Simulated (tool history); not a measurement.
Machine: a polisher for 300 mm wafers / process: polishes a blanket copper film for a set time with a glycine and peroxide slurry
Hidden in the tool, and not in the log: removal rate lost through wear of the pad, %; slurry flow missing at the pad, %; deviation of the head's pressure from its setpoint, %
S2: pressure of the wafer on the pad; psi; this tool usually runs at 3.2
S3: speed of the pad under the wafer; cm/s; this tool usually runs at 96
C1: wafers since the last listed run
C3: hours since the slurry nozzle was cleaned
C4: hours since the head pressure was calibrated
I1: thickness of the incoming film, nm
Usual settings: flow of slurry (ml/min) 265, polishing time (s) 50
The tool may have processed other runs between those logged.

{"run": 1, "hour": 0.0, "flow of slurry (ml/min)": 265, "S2": 3.2, "S3": 96, "polishing time (s)": 50, "C1": 0, "wafers polished on this pad": 5774, "C3": 36.0, "C4": 279.4, "I1": 1167.7, "film removed (angstrom)": 2828}
{"run": 2, "hour": 26.7, "flow of slurry (ml/min)": 265, "S2": 3.2, "S3": 96, "polishing time (s)": 50, "C1": 401, "wafers polished on this pad": 6175, "C3": 62.7, "C4": 306.1, "I1": 1141.3, "film removed (angstrom)": 2826}
{"hour": 36.5, "done": "worn pad replaced by a new one"}
{"run": 3, "hour": 92.6, "flow of slurry (ml/min)": 305, "S2": 3.2, "S3": 96, "polishing time (s)": 50, "C1": 930, "wafers polished on this pad": 843, "C3": 128.6, "C4": 372.0, "I1": 1165.6, "film removed (angstrom)": 2844}
{"run": 4, "hour": 145.4, "flow of slurry (ml/min)": 315, "S2": 3.2, "S3": 96, "polishing time (s)": 50, "C1": 793, "wafers polished on this pad": 1637, "C3": 181.4, "C4": 424.8, "I1": 1178.6, "film removed (angstrom)": 2873}
{"run": 5, "hour": 201.0, "flow of slurry (ml/min)": 315, "S2": 3.2, "S3": 96, "polishing time (s)": 50, "C1": 835, "wafers polished on this pad": 2473, "C3": 237.0, "C4": 480.4, "I1": 1161.0, "film removed (angstrom)": 2852}
{"hour": 244.4, "done": "head pressure recalibrated"}
{"run": 6, "hour": 259.2, "flow of slurry (ml/min)": 315, "S2": 3.2, "S3": 96, "polishing time (s)": 50, "C1": 845, "wafers polished on this pad": 3318, "C3": 295.2, "C4": 14.8, "I1": 1179.7, "film removed (angstrom)": 2795}
{"run": 7, "hour": 330.0, "flow of slurry (ml/min)": 265, "S2": 3.7, "S3": 96, "polishing time (s)": 50, "C1": 1064, "wafers polished on this pad": 4383, "C3": 366.0, "C4": 85.6, "I1": 1161.9, "film removed (angstrom)": 3173}
{"hour": 480.5, "done": "worn pad replaced by a new one"}
{"hour": 522.3, "done": "slurry nozzle cleaned"}
{"run": 8, "hour": 541.0, "flow of slurry (ml/min)": 265, "S2": 3.7, "S3": 96, "polishing time (s)": 50, "C1": 3097, "wafers polished on this pad": 894, "C3": 18.7, "C4": 296.6, "I1": 1146.5, "film removed (angstrom)": 3228}
{"run": 9, "hour": 596.6, "flow of slurry (ml/min)": 265, "S2": 3.7, "S3": 96, "polishing time (s)": 50, "C1": 835, "wafers polished on this pad": 1730, "C3": 74.3, "C4": 352.2, "I1": 1145.3, "film removed (angstrom)": 3264}
{"run": 10, "hour": 625.4, "flow of slurry (ml/min)": 265, "S2": 3.2, "S3": 96, "polishing time (s)": 50, "C1": 433, "wafers polished on this pad": 2163, "C3": 103.1, "C4": 381.0, "I1": 1155.3, "film removed (angstrom)": 2851}
{"run": 11, "hour": 653.5, "flow of slurry (ml/min)": 265, "S2": 3.2, "S3": 96, "polishing time (s)": 50, "C1": 422, "wafers polished on this pad": 2585, "C3": 131.2, "C4": 409.1, "I1": 1165.4, "film removed (angstrom)": 2820}
{"run": 12, "hour": 725.1, "flow of slurry (ml/min)": 265, "S2": 4.0, "S3": 96, "polishing time (s)": 50, "C1": 1076, "wafers polished on this pad": 3662, "C3": 202.8, "C4": 480.7, "I1": 1171.4, "film removed (angstrom)": 3412}
{"run": 13, "hour": 758.3, "flow of slurry (ml/min)": 265, "S2": 4.0, "S3": 96, "polishing time (s)": 50, "C1": 499, "wafers polished on this pad": 4161, "C3": 236.0, "C4": 513.9, "I1": 1155.2, "film removed (angstrom)": 3485}
{"hour": 800.0, "done": "head pressure recalibrated"}
{"run": 14, "hour": 826.4, "flow of slurry (ml/min)": 265, "S2": 3.6, "S3": 96, "polishing time (s)": 50, "C1": 993, "wafers polished on this pad": 5155, "C3": 304.1, "C4": 26.4, "I1": 1155.7, "film removed (angstrom)": 3065}
{"run": 15, "hour": 874.2, "flow of slurry (ml/min)": 265, "S2": 3.6, "S3": 96, "polishing time (s)": 50, "C1": 718, "wafers polished on this pad": 5874, "C3": 351.9, "C4": 74.2, "I1": 1178.7, "film removed (angstrom)": 3143}
{"run": 16, "hour": 921.7, "flow of slurry (ml/min)": 265, "S2": 2.3, "S3": 96, "polishing time (s)": 50, "C1": 714, "wafers polished on this pad": 6588, "C3": 399.4, "C4": 121.7, "I1": 1153.7, "film removed (angstrom)": 2159}
{"run": 17, "hour": 956.1, "flow of slurry (ml/min)": 205, "S2": 2.5, "S3": 126, "polishing time (s)": 36, "C1": 517, "wafers polished on this pad": 7105, "C3": 433.8, "C4": 156.1, "I1": 1155.5, "film removed (angstrom)": 2072}
{"hour": 978.7, "done": "worn pad replaced by a new one"}
{"run": 18, "hour": 1004.6, "flow of slurry (ml/min)": 265, "S2": 3.2, "S3": 96, "polishing time (s)": 50, "C1": 669, "wafers polished on this pad": 389, "C3": 482.3, "C4": 204.6, "I1": 1158.3, "film removed (angstrom)": 2827}
{"hour": 1067.2, "done": "slurry nozzle cleaned"}
{"run": 19, "hour": 1069.7, "flow of slurry (ml/min)": 340, "S2": 4.3, "S3": 120, "polishing time (s)": 61, "C1": 963, "wafers polished on this pad": 1352, "C3": 2.5, "C4": 269.7, "I1": 1171.6, "film removed (angstrom)": 5615}
{"run": 20, "hour": 1140.9, "flow of slurry (ml/min)": 265, "S2": 4.3, "S3": 74, "polishing time (s)": 40, "C1": 1070, "wafers polished on this pad": 2423, "C3": 73.7, "C4": 340.9, "I1": 1139.4, "film removed (angstrom)": 2314}
{"hour": 1294.7, "done": "head pressure recalibrated"}
{"run": 21, "hour": 1305.5, "flow of slurry (ml/min)": 265, "S2": 3.7, "S3": 96, "polishing time (s)": 42, "C1": 2444, "wafers polished on this pad": 4868, "C3": 238.3, "C4": 10.8, "I1": 1156.8, "film removed (angstrom)": 2625}
{"run": 22, "hour": 1377.3, "flow of slurry (ml/min)": 265, "S2": 3.2, "S3": 96, "polishing time (s)": 50, "C1": 1079, "wafers polished on this pad": 5947, "C3": 310.1, "C4": 82.6, "I1": 1136.0, "film removed (angstrom)": 2806}
{"hour": 1402.8, "done": "worn pad replaced by a new one, of another model than before"}
{"run": 23, "hour": 1433.3, "flow of slurry (ml/min)": 265, "S2": 3.2, "S3": 96, "polishing time (s)": 50, "C1": 781, "wafers polished on this pad": 458, "C3": 366.1, "C4": 138.6, "I1": 1173.7, "film removed (angstrom)": 2777}
{"run": 24, "hour": 1470.9, "flow of slurry (ml/min)": 175, "S2": 3.2, "S3": 116, "polishing time (s)": 50, "C1": 565, "wafers polished on this pad": 1024, "C3": 403.7, "C4": 176.2, "I1": 1169.4, "film removed (angstrom)": 3033}
{"run": 25, "hour": 1513.2, "flow of slurry (ml/min)": 265, "S2": 4.2, "S3": 96, "polishing time (s)": 50, "C1": 636, "wafers polished on this pad": 1660, "C3": 446.0, "C4": 218.5, "I1": 1148.2, "film removed (angstrom)": 3273}
{"hour": 1543.9, "done": "slurry nozzle cleaned"}
{"run": 26, "hour": 1563.7, "flow of slurry (ml/min)": 350, "S2": 2.8, "S3": 108, "polishing time (s)": 33, "C1": 744, "wafers polished on this pad": 2404, "C3": 19.8, "C4": 269.0, "I1": 1152.1, "film removed (angstrom)": 1883}
{"run": 27, "hour": 1645.8, "flow of slurry (ml/min)": 335, "S2": 2.5, "S3": 78, "polishing time (s)": 50, "C1": 1234, "wafers polished on this pad": 3638, "C3": 101.9, "C4": 351.1, "I1": 1169.4, "film removed (angstrom)": 2249}
{"run": 28, "hour": 1708.3, "flow of slurry (ml/min)": 215, "S2": 3.2, "S3": 96, "polishing time (s)": 50, "C1": 939, "wafers polished on this pad": 4578, "C3": 164.4, "C4": 413.6, "I1": 1165.7, "film removed (angstrom)": 2804}
{"hour": 1724.0, "done": "head pressure recalibrated"}
{"run": 29, "hour": 1757.1, "flow of slurry (ml/min)": 310, "S2": 4.1, "S3": 114, "polishing time (s)": 44, "C1": 703, "wafers polished on this pad": 5282, "C3": 213.2, "C4": 33.1, "I1": 1143.8, "film removed (angstrom)": 3143}
{"run": 30, "hour": 1786.3, "flow of slurry (ml/min)": 345, "S2": 2.7, "S3": 110, "polishing time (s)": 56, "C1": 439, "wafers polished on this pad": 5721, "C3": 242.4, "C4": 62.3, "I1": 1169.0, "film removed (angstrom)": 3097}
{"run": 31, "hour": 1833.3, "flow of slurry (ml/min)": 265, "S2": 3.2, "S3": 96, "polishing time (s)": 50, "C1": 706, "wafers polished on this pad": 6428, "C3": 289.4, "C4": 109.3, "I1": 1158.4, "film removed (angstrom)": 2804}
{"run": 32, "hour": 1897.4, "flow of slurry (ml/min)": 265, "S2": 3.2, "S3": 96, "polishing time (s)": 65, "C1": 963, "wafers polished on this pad": 7391, "C3": 353.5, "C4": 173.4, "I1": 1137.2, "film removed (angstrom)": 3651}
{"run": 33, "hour": 1926.2, "flow of slurry (ml/min)": 265, "S2": 3.2, "S3": 114, "polishing time (s)": 55, "C1": 433, "wafers polished on this pad": 7824, "C3": 382.3, "C4": 202.2, "I1": 1154.5, "film removed (angstrom)": 3395}
{"hour": 1950.6, "done": "worn pad replaced by a new one"}
{"hour": 1983.0, "done": "slurry nozzle cleaned"}
{"run": 34, "hour": 1995.8, "flow of slurry (ml/min)": 300, "S2": 4.3, "S3": 96, "polishing time (s)": 59, "C1": 971, "wafers polished on this pad": 664, "C3": 12.8, "C4": 271.8, "I1": 1160.2, "film removed (angstrom)": 3923}
{"run": 35, "hour": 2037.9, "flow of slurry (ml/min)": 190, "S2": 3.2, "S3": 96, "polishing time (s)": 50, "C1": 633, "wafers polished on this pad": 1297, "C3": 54.9, "C4": 313.9, "I1": 1147.6, "film removed (angstrom)": 2729}
{"run": 36, "hour": 2067.2, "flow of slurry (ml/min)": 310, "S2": 2.6, "S3": 110, "polishing time (s)": 43, "C1": 440, "wafers polished on this pad": 1737, "C3": 84.2, "C4": 343.2, "I1": 1173.1, "film removed (angstrom)": 2382}
{"run": 37, "hour": 2103.4, "flow of slurry (ml/min)": 265, "S2": 3.7, "S3": 96, "polishing time (s)": 50, "C1": 544, "wafers polished on this pad": 2282, "C3": 120.4, "C4": 379.4, "I1": 1157.4, "film removed (angstrom)": 3046}

State the hidden condition of the tool at each of the runs:
removal rate lost through wear of the pad, %: 0, the same for each run
slurry flow missing at the pad, %: 0, the same for each run
H1: deviation of the head's pressure from its setpoint, %
run=1 H1=2.72
run=2 H1=2.83
run=3 H1=3.04
run=4 H1=3.15
run=5 H1=3.24
run=6 H1=-0.0572
run=7 H1=1.25
run=8 H1=2.99
run=9 H1=3.18
run=10 H1=3.25
run=11 H1=3.31
run=12 H1=3.43
run=13 H1=3.47
run=14 H1=0.812
run=15 H1=1.69
run=16 H1=2.34
run=17 H1=2.71
run=18 H1=3.11
run=19 H1=3.49
run=20 H1=3.76
run=21 H1=-0.0378
run=22 H1=1.32
run=23 H1=2.03
run=24 H1=2.39
run=25 H1=2.7
run=26 H1=2.98
run=27 H1=3.28
run=28 H1=3.43
run=29 H1=0.79
run=30 H1=1.34
run=31 H1=2.03
run=32 H1=2.7
run=33 H1=2.93
run=34 H1=3.33
run=35 H1=3.51
run=36 H1=3.6
run=37 H1=3.7
